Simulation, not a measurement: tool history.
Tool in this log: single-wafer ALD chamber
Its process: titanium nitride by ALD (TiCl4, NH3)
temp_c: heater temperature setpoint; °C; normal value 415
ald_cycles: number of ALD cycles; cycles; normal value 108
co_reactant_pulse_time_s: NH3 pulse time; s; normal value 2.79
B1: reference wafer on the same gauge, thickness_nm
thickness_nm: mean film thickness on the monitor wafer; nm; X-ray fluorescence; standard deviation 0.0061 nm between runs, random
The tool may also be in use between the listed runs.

Run 1, hour 0.0: usual settings; B1 2.718. Result: thickness_nm 2.457 nm.
Run 2, hour 55.2: usual settings; B1 2.718. Result: thickness_nm 2.452 nm.
Run 3, hour 127.1: usual settings; B1 2.719. Result: thickness_nm 2.444 nm.
Run 4, hour 232.8: usual settings; B1 2.723. Result: thickness_nm 2.453 nm.
Run 5, hour 284.7: usual settings but co_reactant_pulse_time_s 3.54 s; B1 2.724. Result: thickness_nm 2.472 nm.
Run 6, hour 321.9: usual settings; B1 2.726. Result: thickness_nm 2.465 nm.
Run 7, hour 374.5: usual settings; B1 2.726. Result: thickness_nm 2.460 nm.
Run 8, hour 437.0: usual settings but temp_c 412 °C; B1 2.730. Result: thickness_nm 2.455 nm.
Run 9, hour 536.7: usual settings but ald_cycles 114 cycles, co_reactant_pulse_time_s 2.50 s; B1 2.732. Result: thickness_nm 2.593 nm.
Run 10, hour 575.3: usual settings but ald_cycles 114 cycles, co_reactant_pulse_time_s 2.50 s; B1 2.731. Result: thickness_nm 2.589 nm.
Run 11, hour 619.7: usual settings but co_reactant_pulse_time_s 3.26 s; B1 2.732. Result: thickness_nm 2.479 nm.
Run 12, hour 701.6: usual settings but co_reactant_pulse_time_s 3.26 s; B1 2.733. Result: thickness_nm 2.474 nm.
Run 13, hour 764.6: usual settings but co_reactant_pulse_time_s 3.26 s; B1 2.737. Result: thickness_nm 2.484 nm.
Run 14, hour 958.9: usual settings but ald_cycles 114 cycles, co_reactant_pulse_time_s 3.66 s; B1 2.744. Result: thickness_nm 2.626 nm.
Run 15, hour 1064.2: usual settings but ald_cycles 114 cycles, co_reactant_pulse_time_s 3.66 s; B1 2.749. Result: thickness_nm 2.634 nm.
Run 16, hour 1103.8: usual settings but ald_cycles 114 cycles, co_reactant_pulse_time_s 3.66 s; B1 2.746. Result: thickness_nm 2.629 nm.
Run 17, hour 1144.7: usual settings; B1 2.753. Result: thickness_nm 2.479 nm.
At hour 1207.0: thermocouple changed; heater temperature recalibrated.
Run 18, hour 1238.3: usual settings; B1 2.754. Result: thickness_nm 2.489 nm.
Run 19, hour 1324.1: usual settings but temp_c 423 °C, co_reactant_pulse_time_s 3.48 s; B1 2.760. Result: thickness_nm 2.500 nm.
Run 20, hour 1425.8: usual settings but temp_c 401 °C, ald_cycles 89 cycles; B1 2.764. Result: thickness_nm 2.048 nm.
At hour 1450.1: showerhead replaced.
Run 21, hour 1463.6: usual settings but temp_c 412 °C, co_reactant_pulse_time_s 3.11 s; B1 2.766. Result: thickness_nm 2.495 nm.
Run 22, hour 1619.0: usual settings but temp_c 411 °C, co_reactant_pulse_time_s 3.72 s; B1 2.776. Result: thickness_nm 2.511 nm.
At hour 1620.1: gauge calibrated.
Run 23, hour 1721.1: usual settings but temp_c 426 °C, ald_cycles 95 cycles, co_reactant_pulse_time_s 1.88 s; B1 2.704. Result: thickness_nm 2.130 nm.
Run 24, hour 1823.3: usual settings but co_reactant_pulse_time_s 3.72 s; B1 2.702. Result: thickness_nm 2.446 nm.
Run 25, hour 1868.2: usual settings; B1 2.706. Result: thickness_nm 2.431 nm.
Run 26, hour 1953.9: usual settings; B1 2.707. Result: thickness_nm 2.440 nm.
Run 27, hour 2051.4: usual settings; B1 2.706. Result: thickness_nm 2.448 nm.
Run 28, hour 2127.3: usual settings but temp_c 407 °C, ald_cycles 99 cycles, co_reactant_pulse_time_s 2.23 s; B1 2.705. Result: thickness_nm 2.216 nm.
Run 29, hour 2195.2: usual settings; B1 2.708. Result: thickness_nm 2.443 nm.
Run 30, hour 2238.1: usual settings but temp_c 409 °C; B1 2.710. Result: thickness_nm 2.442 nm.
Run 31, hour 2313.6: usual settings but ald_cycles 126 cycles; B1 2.708. Result: thickness_nm 2.851 nm.
Run 32, hour 2400.6: usual settings; B1 2.708. Result: thickness_nm 2.434 nm.
Run 33, hour 2448.6: usual settings; B1 2.709. Result: thickness_nm 2.439 nm.
Run 34, hour 2485.2: usual settings but ald_cycles 101 cycles, co_reactant_pulse_time_s 3.35 s; B1 2.712. Result: thickness_nm 2.295 nm.
Run 35, hour 2582.4: usual settings but temp_c 410 °C, ald_cycles 113 cycles, co_reactant_pulse_time_s 2.47 s; B1 2.713. Result: thickness_nm 2.544 nm.
Run 36, hour 2651.0: usual settings but temp_c 403 °C, co_reactant_pulse_time_s 2.11 s; B1 2.715. Result: thickness_nm 2.410 nm.
Run 37, hour 2709.9: usual settings but temp_c 408 °C, ald_cycles 87 cycles; B1 2.716. Result: thickness_nm 1.968 nm.
Run 38, hour 2760.7: usual settings; B1 2.716. Result: thickness_nm 2.445 nm.
Run 39, hour 2810.7: usual settings but temp_c 425 °C, ald_cycles 127 cycles; B1 2.720. Result: thickness_nm 2.883 nm.
Run 40, hour 2927.1: usual settings but temp_c 420 °C, ald_cycles 98 cycles; B1 2.719. Result: thickness_nm 2.233 nm.

What the log doesn't show, run by run:
wafer temperature above the value expected at the setpoint (K): 0, the same for each run
H1: gauge reads high (%)
run       H1
  1     0.35
  2    0.381
  3    0.425
  4    0.497
  5    0.536
  6    0.565
  7    0.608
  8    0.662
  9    0.756
 10    0.794
 11    0.839
 12    0.927
 13    0.999
 14     1.24
 15     1.38
 16     1.44
 17      1.5
 18     1.64
 19     1.78
 20     1.95
 21     2.01
 22     2.29
 23   -0.264
 24   -0.252
 25   -0.243
 26   -0.223
 27   -0.192
 28   -0.163
 29   -0.133
 30   -0.112
 31  -0.0711
 32  -0.0184
 33   0.0133
 34   0.0387
 35    0.112
 36    0.168
 37    0.219
 38    0.265
 39    0.313
 40    0.433
